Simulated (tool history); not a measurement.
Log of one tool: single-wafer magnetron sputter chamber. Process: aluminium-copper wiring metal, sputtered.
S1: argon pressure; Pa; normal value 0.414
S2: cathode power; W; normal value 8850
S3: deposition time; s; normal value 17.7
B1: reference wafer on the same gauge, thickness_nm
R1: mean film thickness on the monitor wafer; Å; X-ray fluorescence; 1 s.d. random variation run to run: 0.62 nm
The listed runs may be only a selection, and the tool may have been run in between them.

run 1 day=0 | S1=0.414 S2=8850 S3=17.7 | B1=251.001 | R1=2907.79
run 2 day=2.25 | S1=0.414 S2=8850 S3=17.7 | B1=251.17 | R1=2888
run 3 day=4.504 | S1=0.414 S2=8850 S3=17.7 | B1=251.152 | R1=2886.2
run 4 day=5.792 | S1=0.414 S2=8850 S3=17.7 | B1=250.881 | R1=2884.63
-- day=10.75 sputter target and shields replaced
run 5 day=12.025 | S1=0.414 S2=8850 S3=17.7 | B1=251.126 | R1=2914.03
run 6 day=14.625 | S1=0.414 S2=8850 S3=17.7 | B1=251.193 | R1=2888.43
run 7 day=15.888 | S1=0.414 S2=8850 S3=17.7 | B1=250.957 | R1=2897.63
-- day=17.4 gauge calibrated
run 8 day=17.575 | S1=0.414 S2=8850 S3=17.7 | B1=250.846 | R1=2886.4
run 9 day=18.921 | S1=0.414 S2=8850 S3=17.7 | B1=251.134 | R1=2873.08
run 10 day=20.146 | S1=0.414 S2=8850 S3=17.7 | B1=250.887 | R1=2880.28
run 11 day=21.329 | S1=0.414 S2=8850 S3=17.7 | B1=251.07 | R1=2875.23
-- day=21.725 sputter target and shields replaced
run 12 day=22.612 | S1=0.541 S2=8850 S3=16 | B1=250.945 | R1=2474.51
run 13 day=25.062 | S1=0.541 S2=8850 S3=16 | B1=251.176 | R1=2467.04
run 14 day=26.683 | S1=0.541 S2=8850 S3=16 | B1=250.884 | R1=2454.58
run 15 day=28.292 | S1=0.474 S2=9850 S3=17.7 | B1=250.79 | R1=3079.4
-- day=28.654 capacitance manometer re-zeroed and calibrated
run 16 day=29.929 | S1=0.369 S2=10250 S3=15.9 | B1=250.852 | R1=2980.18
-- day=32.267 sputter target and shields replaced
run 17 day=32.333 | S1=0.284 S2=6900 S3=18.9 | B1=251.109 | R1=2721.18
run 18 day=33.817 | S1=0.414 S2=8850 S3=17.7 | B1=251.097 | R1=2907.31
run 19 day=36.329 | S1=0.316 S2=7450 S3=17.7 | B1=250.822 | R1=2644.26
run 20 day=37.35 | S1=0.481 S2=8150 S3=20.5 | B1=251.152 | R1=3030.99
run 21 day=39.471 | S1=0.472 S2=10800 S3=19.5 | B1=250.905 | R1=3641.7
run 22 day=40.838 | S1=0.53 S2=8300 S3=20.1 | B1=251.01 | R1=2937.05
-- day=42 magnet pack replaced
run 23 day=42.15 | S1=0.498 S2=10200 S3=16 | B1=251.041 | R1=2796
-- day=42.579 sputter target and shields replaced
run 24 day=44.354 | S1=0.414 S2=10850 S3=17.7 | B1=251.122 | R1=3425.37
run 25 day=46.188 | S1=0.331 S2=8850 S3=16.1 | B1=251.018 | R1=2755.01
run 26 day=48.512 | S1=0.414 S2=8850 S3=17.7 | B1=251.247 | R1=2890.81
run 27 day=49.854 | S1=0.414 S2=8850 S3=17.7 | B1=250.98 | R1=2890.08
run 28 day=52.325 | S1=0.414 S2=7950 S3=17.7 | B1=250.844 | R1=2644.19
-- day=53.425 sputter target and shields replaced
run 29 day=55.108 | S1=0.262 S2=10550 S3=19.6 | B1=250.991 | R1=4028.86

Pick out some run-to-run changes in R1. Of each, how much would a tool without hidden state show as well, from the settings, what came in and chance, and how much is left for the hidden state and any gauge scatter not in both results compared?
Hidden conditions of the tool in this case: deposition rate above that of a new target (%); true argon pressure above the setpoint (%); gauge reads high (%).
Run 11 -> 12: S1 0.414 -> 0.541, S3 17.7 -> 16, sputter target and shields replaced. R1 -400.72 Å: hidden state +44, all else -444.72.
Run 21 -> 22: S1 0.472 -> 0.53, S2 10800 -> 8300, S3 19.5 -> 20.1. R1 -704.65 Å: hidden state +2.29, all else -706.94.
Run 23 -> 24: S1 0.498 -> 0.414, S2 10200 -> 10850, S3 16 -> 17.7, sputter target and shields replaced. R1 +629.37 Å: hidden state +31.77, all else +597.6.
Run 28 -> 29: S1 0.414 -> 0.262, S2 7950 -> 10550, S3 17.7 -> 19.6, sputter target and shields replaced. R1 +1384.67 Å: hidden state +26.86, all else +1357.81.
